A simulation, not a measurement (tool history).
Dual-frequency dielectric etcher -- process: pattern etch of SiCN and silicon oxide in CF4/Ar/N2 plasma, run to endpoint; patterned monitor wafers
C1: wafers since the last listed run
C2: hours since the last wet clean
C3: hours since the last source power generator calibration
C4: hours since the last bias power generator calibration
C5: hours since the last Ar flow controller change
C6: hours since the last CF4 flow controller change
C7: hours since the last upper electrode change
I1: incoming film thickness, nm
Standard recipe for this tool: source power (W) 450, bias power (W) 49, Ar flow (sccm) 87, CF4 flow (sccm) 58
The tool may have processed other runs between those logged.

{"run": 1, "day": 0.0, "source power (W)": 450, "bias power (W)": 49, "Ar flow (sccm)": 100, "CF4 flow (sccm)": 58, "C1": 0, "C2": 506.9, "C3": 3906.5, "C4": 3886.6, "C5": 2871.8, "C6": 5290.3, "C7": 4034.3, "I1": 9.96, "endpoint time (s)": 13.4}
{"day": 3.15, "done": "wet clean of the chamber"}
{"run": 2, "day": 3.171, "source power (W)": 450, "bias power (W)": 49, "Ar flow (sccm)": 100, "CF4 flow (sccm)": 58, "C1": 536, "C2": 0.5, "C3": 3982.6, "C4": 3962.7, "C5": 2947.9, "C6": 5366.4, "C7": 4110.4, "I1": 10.07, "endpoint time (s)": 14.4}
{"run": 3, "day": 4.783, "source power (W)": 450, "bias power (W)": 49, "Ar flow (sccm)": 87, "CF4 flow (sccm)": 58, "C1": 398, "C2": 39.2, "C3": 4021.3, "C4": 4001.4, "C5": 2986.6, "C6": 5405.1, "C7": 4149.1, "I1": 10.01, "endpoint time (s)": 13.7}
{"run": 4, "day": 6.375, "source power (W)": 450, "bias power (W)": 49, "Ar flow (sccm)": 87, "CF4 flow (sccm)": 65, "C1": 393, "C2": 77.4, "C3": 4059.5, "C4": 4039.6, "C5": 3024.8, "C6": 5443.3, "C7": 4187.3, "I1": 9.91, "endpoint time (s)": 13.3}
{"day": 8.3, "done": "Ar flow controller replaced"}
{"run": 5, "day": 8.675, "source power (W)": 450, "bias power (W)": 49, "Ar flow (sccm)": 87, "CF4 flow (sccm)": 58, "C1": 506, "C2": 132.6, "C3": 4114.7, "C4": 4094.8, "C5": 9, "C6": 5498.5, "C7": 4242.5, "I1": 9.97, "endpoint time (s)": 13.6}
{"run": 6, "day": 12.0, "source power (W)": 550, "bias power (W)": 49, "Ar flow (sccm)": 87, "CF4 flow (sccm)": 58, "C1": 822, "C2": 212.4, "C3": 4194.5, "C4": 4174.6, "C5": 88.8, "C6": 5578.3, "C7": 4322.3, "I1": 10.07, "endpoint time (s)": 11.6}
{"run": 7, "day": 15.871, "source power (W)": 450, "bias power (W)": 49, "Ar flow (sccm)": 87, "CF4 flow (sccm)": 58, "C1": 957, "C2": 305.3, "C3": 4287.4, "C4": 4267.5, "C5": 181.7, "C6": 5671.2, "C7": 4415.2, "I1": 9.85, "endpoint time (s)": 13.2}
{"run": 8, "day": 20.308, "source power (W)": 450, "bias power (W)": 39, "Ar flow (sccm)": 87, "CF4 flow (sccm)": 58, "C1": 1097, "C2": 411.8, "C3": 4393.9, "C4": 4374, "C5": 288.2, "C6": 5777.7, "C7": 4521.7, "I1": 10.04, "endpoint time (s)": 14.6}
{"run": 9, "day": 22.9, "source power (W)": 450, "bias power (W)": 49, "Ar flow (sccm)": 87, "CF4 flow (sccm)": 58, "C1": 640, "C2": 474, "C3": 4456.1, "C4": 4436.2, "C5": 350.4, "C6": 5839.9, "C7": 4583.9, "I1": 10.04, "endpoint time (s)": 13.3}
{"day": 25.117, "done": "wet clean of the chamber"}
{"run": 10, "day": 25.138, "source power (W)": 410, "bias power (W)": 41, "Ar flow (sccm)": 97, "CF4 flow (sccm)": 68, "C1": 306, "C2": 0.5, "C3": 4509.8, "C4": 4489.9, "C5": 404.1, "C6": 5893.6, "C7": 4637.6, "I1": 9.97, "endpoint time (s)": 15.4}
{"run": 11, "day": 27.462, "source power (W)": 450, "bias power (W)": 49, "Ar flow (sccm)": 94, "CF4 flow (sccm)": 58, "C1": 574, "C2": 56.3, "C3": 4565.6, "C4": 4545.7, "C5": 459.9, "C6": 5949.4, "C7": 4693.4, "I1": 10.06, "endpoint time (s)": 13.8}
{"day": 28.175, "done": "bias power generator calibrated"}
{"run": 12, "day": 30.588, "source power (W)": 450, "bias power (W)": 49, "Ar flow (sccm)": 87, "CF4 flow (sccm)": 58, "C1": 731, "C2": 131.3, "C3": 4640.6, "C4": 57.9, "C5": 534.9, "C6": 6024.4, "C7": 4768.4, "I1": 10.1, "endpoint time (s)": 13.5}
{"day": 32.346, "done": "CF4 flow controller replaced"}
{"run": 13, "day": 34.021, "source power (W)": 450, "bias power (W)": 49, "Ar flow (sccm)": 87, "CF4 flow (sccm)": 58, "C1": 787, "C2": 213.7, "C3": 4723, "C4": 140.3, "C5": 617.3, "C6": 40.2, "C7": 4850.8, "I1": 9.93, "endpoint time (s)": 13.2}
{"day": 36.225, "done": "upper electrode replaced"}
{"run": 14, "day": 36.246, "source power (W)": 450, "bias power (W)": 49, "Ar flow (sccm)": 87, "CF4 flow (sccm)": 63, "C1": 302, "C2": 267.1, "C3": 4776.4, "C4": 193.7, "C5": 670.7, "C6": 93.6, "C7": 0.5, "I1": 10.05, "endpoint time (s)": 13.1}
{"run": 15, "day": 37.667, "source power (W)": 450, "bias power (W)": 58, "Ar flow (sccm)": 81, "CF4 flow (sccm)": 70, "C1": 351, "C2": 301.2, "C3": 4810.5, "C4": 227.8, "C5": 704.8, "C6": 127.7, "C7": 34.6, "I1": 9.9, "endpoint time (s)": 11.8}
{"run": 16, "day": 40.029, "source power (W)": 450, "bias power (W)": 49, "Ar flow (sccm)": 81, "CF4 flow (sccm)": 68, "C1": 584, "C2": 357.9, "C3": 4867.2, "C4": 284.5, "C5": 761.5, "C6": 184.4, "C7": 91.3, "I1": 9.99, "endpoint time (s)": 12.7}
{"run": 17, "day": 43.208, "source power (W)": 450, "bias power (W)": 37, "Ar flow (sccm)": 87, "CF4 flow (sccm)": 64, "C1": 786, "C2": 434.2, "C3": 4943.5, "C4": 360.8, "C5": 837.8, "C6": 260.7, "C7": 167.6, "I1": 9.97, "endpoint time (s)": 14.2}
{"day": 44.575, "done": "source power generator calibrated"}
{"day": 46.542, "done": "wet clean of the chamber"}
{"run": 18, "day": 56.575, "source power (W)": 420, "bias power (W)": 37, "Ar flow (sccm)": 87, "CF4 flow (sccm)": 58, "C1": 3017, "C2": 240.8, "C3": 288, "C4": 681.6, "C5": 1158.6, "C6": 581.5, "C7": 488.4, "I1": 10.02, "endpoint time (s)": 15.6}
{"run": 19, "day": 60.725, "source power (W)": 380, "bias power (W)": 61, "Ar flow (sccm)": 87, "CF4 flow (sccm)": 58, "C1": 1026, "C2": 340.4, "C3": 387.6, "C4": 781.2, "C5": 1258.2, "C6": 681.1, "C7": 588, "I1": 9.91, "endpoint time (s)": 13.6}
{"run": 20, "day": 63.012, "source power (W)": 450, "bias power (W)": 44, "Ar flow (sccm)": 99, "CF4 flow (sccm)": 49, "C1": 565, "C2": 395.3, "C3": 442.5, "C4": 836.1, "C5": 1313.1, "C6": 736, "C7": 642.9, "I1": 9.93, "endpoint time (s)": 14.6}
{"run": 21, "day": 67.062, "source power (W)": 450, "bias power (W)": 49, "Ar flow (sccm)": 87, "CF4 flow (sccm)": 58, "C1": 1001, "C2": 492.5, "C3": 539.7, "C4": 933.3, "C5": 1410.3, "C6": 833.2, "C7": 740.1, "I1": 9.93, "endpoint time (s)": 12.9}
{"day": 68.071, "done": "wet clean of the chamber"}
{"run": 22, "day": 69.729, "source power (W)": 510, "bias power (W)": 39, "Ar flow (sccm)": 87, "CF4 flow (sccm)": 49, "C1": 412, "C2": 39.8, "C3": 603.7, "C4": 997.3, "C5": 1474.3, "C6": 897.2, "C7": 804.1, "I1": 10.06, "endpoint time (s)": 14.1}
{"run": 23, "day": 72.992, "source power (W)": 450, "bias power (W)": 45, "Ar flow (sccm)": 67, "CF4 flow (sccm)": 58, "C1": 806, "C2": 118.1, "C3": 682, "C4": 1075.6, "C5": 1552.6, "C6": 975.5, "C7": 882.4, "I1": 10.08, "endpoint time (s)": 13.4}

Each row is a separate what-if for the run after 23, all from the same tool condition, not one after another. Results?
{"run": "A", "day": 73.008, "source power (W)": 450, "bias power (W)": 49, "Ar flow (sccm)": 87, "CF4 flow (sccm)": 70, "C1": 4, "C2": 118.5, "C3": 682.4, "C4": 1076, "C5": 1553, "C6": 975.9, "C7": 882.8, "I1": 10, "endpoint time (s)": "?"}
{"run": "B", "day": 73.008, "source power (W)": 450, "bias power (W)": 49, "Ar flow (sccm)": 101, "CF4 flow (sccm)": 58, "C1": 4, "C2": 118.5, "C3": 682.4, "C4": 1076, "C5": 1553, "C6": 975.9, "C7": 882.8, "I1": 10, "endpoint time (s)": "?"}
{"run": "C", "day": 73.008, "source power (W)": 450, "bias power (W)": 52, "Ar flow (sccm)": 73, "CF4 flow (sccm)": 58, "C1": 4, "C2": 118.5, "C3": 682.4, "C4": 1076, "C5": 1553, "C6": 975.9, "C7": 882.8, "I1": 10, "endpoint time (s)": "?"}
{"run": "D", "day": 73.008, "source power (W)": 510, "bias power (W)": 61, "Ar flow (sccm)": 87, "CF4 flow (sccm)": 58, "C1": 4, "C2": 118.5, "C3": 682.4, "C4": 1076, "C5": 1553, "C6": 975.9, "C7": 882.8, "I1": 10, "endpoint time (s)": "?"}
{"run": "E", "day": 73.008, "source power (W)": 480, "bias power (W)": 49, "Ar flow (sccm)": 96, "CF4 flow (sccm)": 44, "C1": 4, "C2": 118.5, "C3": 682.4, "C4": 1076, "C5": 1553, "C6": 975.9, "C7": 882.8, "I1": 10, "endpoint time (s)": "?"}

run=A endpoint_time_(s)=13
run=B endpoint_time_(s)=13.9
run=C endpoint_time_(s)=12.8
run=D endpoint_time_(s)=11.3
run=E endpoint_time_(s)=13.9
Take away the tool's hidden state, keep each run's random variation, and the runs would have read:
run=A endpoint_time_(s)=13.2
run=B endpoint_time_(s)=14.1
run=C endpoint_time_(s)=12.9
run=D endpoint_time_(s)=11.4
run=E endpoint_time_(s)=14.1
